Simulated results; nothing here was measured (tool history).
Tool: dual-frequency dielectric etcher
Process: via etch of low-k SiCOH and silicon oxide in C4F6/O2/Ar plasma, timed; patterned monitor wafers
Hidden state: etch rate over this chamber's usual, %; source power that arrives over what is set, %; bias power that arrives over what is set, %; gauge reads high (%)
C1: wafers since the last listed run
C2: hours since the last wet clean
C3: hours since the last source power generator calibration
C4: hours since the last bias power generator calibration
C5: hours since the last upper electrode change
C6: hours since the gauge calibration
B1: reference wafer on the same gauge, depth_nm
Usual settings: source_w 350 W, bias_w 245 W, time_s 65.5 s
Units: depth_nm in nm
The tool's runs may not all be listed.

run 1 hour=0.0 | source_w=350 bias_w=205 time_s=65.5 | C1=0 C2=298.9 C3=3065.3 C4=1180.6 C5=4164.8 C6=261.6 | B1=152.0 | depth_nm=175.9
run 2 hour=16.1 | source_w=350 bias_w=205 time_s=65.5 | C1=136 C2=315.0 C3=3081.4 C4=1196.7 C5=4180.9 C6=277.7 | B1=152.0 | depth_nm=176.0
-- hour=49.1 wet clean of the chamber
run 3 hour=49.6 | source_w=350 bias_w=277 time_s=65.5 | C1=80 C2=0.5 C3=3114.9 C4=1230.2 C5=4214.4 C6=311.2 | B1=151.9 | depth_nm=195.4
run 4 hour=54.9 | source_w=350 bias_w=277 time_s=65.5 | C1=44 C2=5.8 C3=3120.2 C4=1235.5 C5=4219.7 C6=316.5 | B1=151.7 | depth_nm=191.6
run 5 hour=90.1 | source_w=350 bias_w=245 time_s=80.5 | C1=297 C2=41.0 C3=3155.4 C4=1270.7 C5=4254.9 C6=351.7 | B1=151.8 | depth_nm=226.3
run 6 hour=102.9 | source_w=350 bias_w=245 time_s=80.5 | C1=108 C2=53.8 C3=3168.2 C4=1283.5 C5=4267.7 C6=364.5 | B1=152.1 | depth_nm=226.6
run 7 hour=134.8 | source_w=350 bias_w=245 time_s=80.5 | C1=270 C2=85.7 C3=3200.1 C4=1315.4 C5=4299.6 C6=396.4 | B1=151.7 | depth_nm=231.8
run 8 hour=168.1 | source_w=350 bias_w=245 time_s=65.5 | C1=281 C2=119.0 C3=3233.4 C4=1348.7 C5=4332.9 C6=429.7 | B1=152.0 | depth_nm=184.6
run 9 hour=196.4 | source_w=350 bias_w=245 time_s=71.0 | C1=239 C2=147.3 C3=3261.7 C4=1377.0 C5=4361.2 C6=458.0 | B1=152.1 | depth_nm=199.7
run 10 hour=225.9 | source_w=350 bias_w=245 time_s=71.0 | C1=249 C2=176.8 C3=3291.2 C4=1406.5 C5=4390.7 C6=487.5 | B1=151.9 | depth_nm=204.7
run 11 hour=260.8 | source_w=350 bias_w=245 time_s=71.0 | C1=295 C2=211.7 C3=3326.1 C4=1441.4 C5=4425.6 C6=522.4 | B1=151.9 | depth_nm=203.0
run 12 hour=283.9 | source_w=350 bias_w=245 time_s=53.0 | C1=195 C2=234.8 C3=3349.2 C4=1464.5 C5=4448.7 C6=545.5 | B1=152.0 | depth_nm=152.4
run 13 hour=307.4 | source_w=390 bias_w=200 time_s=65.5 | C1=198 C2=258.3 C3=3372.7 C4=1488.0 C5=4472.2 C6=569.0 | B1=152.3 | depth_nm=181.2
run 14 hour=343.2 | source_w=390 bias_w=200 time_s=65.5 | C1=303 C2=294.1 C3=3408.5 C4=1523.8 C5=4508.0 C6=604.8 | B1=152.0 | depth_nm=180.6
run 15 hour=365.0 | source_w=350 bias_w=245 time_s=65.5 | C1=184 C2=315.9 C3=3430.3 C4=1545.6 C5=4529.8 C6=626.6 | B1=152.0 | depth_nm=190.3
run 16 hour=389.8 | source_w=350 bias_w=266 time_s=55.0 | C1=209 C2=340.7 C3=3455.1 C4=1570.4 C5=4554.6 C6=651.4 | B1=152.2 | depth_nm=167.4
-- hour=408.8 bias power generator calibrated
run 17 hour=421.3 | source_w=350 bias_w=245 time_s=65.5 | C1=232 C2=372.2 C3=3486.6 C4=12.5 C5=4586.1 C6=682.9 | B1=151.8 | depth_nm=193.4
-- hour=443.7 source power generator calibrated
run 18 hour=444.4 | source_w=390 bias_w=201 time_s=55.5 | C1=161 C2=395.3 C3=0.7 C4=35.6 C5=4609.2 C6=706.0 | B1=151.8 | depth_nm=155.4
-- hour=451.7 gauge calibrated
run 19 hour=458.8 | source_w=350 bias_w=245 time_s=65.5 | C1=121 C2=409.7 C3=15.1 C4=50.0 C5=4623.6 C6=7.1 | B1=152.0 | depth_nm=192.9
-- hour=489.0 wet clean of the chamber
run 20 hour=489.5 | source_w=290 bias_w=190 time_s=71.0 | C1=56 C2=0.5 C3=45.8 C4=80.7 C5=4654.3 C6=37.8 | B1=152.0 | depth_nm=171.2
run 21 hour=507.6 | source_w=350 bias_w=261 time_s=77.5 | C1=153 C2=18.6 C3=63.9 C4=98.8 C5=4672.4 C6=55.9 | B1=151.9 | depth_nm=222.5
run 22 hour=527.7 | source_w=400 bias_w=271 time_s=60.0 | C1=170 C2=38.7 C3=84.0 C4=118.9 C5=4692.5 C6=76.0 | B1=152.3 | depth_nm=180.7
run 23 hour=556.8 | source_w=380 bias_w=296 time_s=77.5 | C1=246 C2=67.8 C3=113.1 C4=148.0 C5=4721.6 C6=105.1 | B1=151.9 | depth_nm=242.1
run 24 hour=592.5 | source_w=410 bias_w=245 time_s=77.5 | C1=302 C2=103.5 C3=148.8 C4=183.7 C5=4757.3 C6=140.8 | B1=151.8 | depth_nm=230.9
-- hour=621.5 upper electrode replaced
run 25 hour=625.7 | source_w=280 bias_w=221 time_s=65.5 | C1=77 C2=136.7 C3=182.0 C4=216.9 C5=4.2 C6=174.0 | B1=151.8 | depth_nm=169.8
run 26 hour=653.3 | source_w=350 bias_w=204 time_s=65.5 | C1=233 C2=164.3 C3=209.6 C4=244.5 C5=31.8 C6=201.6 | B1=152.4 | depth_nm=173.9
run 27 hour=681.1 | source_w=350 bias_w=229 time_s=49.0 | C1=235 C2=192.1 C3=237.4 C4=272.3 C5=59.6 C6=229.4 | B1=151.9 | depth_nm=136.5
run 28 hour=748.1 | source_w=350 bias_w=260 time_s=65.5 | C1=567 C2=259.1 C3=304.4 C4=339.3 C5=126.6 C6=296.4 | B1=152.1 | depth_nm=196.0
run 29 hour=784.0 | source_w=260 bias_w=216 time_s=81.0 | C1=303 C2=295.0 C3=340.3 C4=375.2 C5=162.5 C6=332.3 | B1=152.1 | depth_nm=206.1
run 30 hour=809.0 | source_w=350 bias_w=192 time_s=58.5 | C1=211 C2=320.0 C3=365.3 C4=400.2 C5=187.5 C6=357.3 | B1=152.0 | depth_nm=156.9

What the log doesn't show, run by run:
source power that arrives over what is set, %: 0 in every run
bias power that arrives over what is set, %: 0 in every run
gauge reads high (%): 0 in every run
H1: etch rate over this chamber's usual, %
run=1 H1=3.67
run=2 H1=3.88
run=3 H1=0.113
run=4 H1=0.183
run=5 H1=0.649
run=6 H1=0.818
run=7 H1=1.24
run=8 H1=1.68
run=9 H1=2.05
run=10 H1=2.44
run=11 H1=2.91
run=12 H1=3.21
run=13 H1=3.52
run=14 H1=4
run=15 H1=4.28
run=16 H1=4.61
run=17 H1=5.03
run=18 H1=5.33
run=19 H1=5.52
run=20 H1=0.183
run=21 H1=0.422
run=22 H1=0.688
run=23 H1=1.07
run=24 H1=1.54
run=25 H1=1.98
run=26 H1=2.35
run=27 H1=2.72
run=28 H1=3.6
run=29 H1=4.08
run=30 H1=4.41
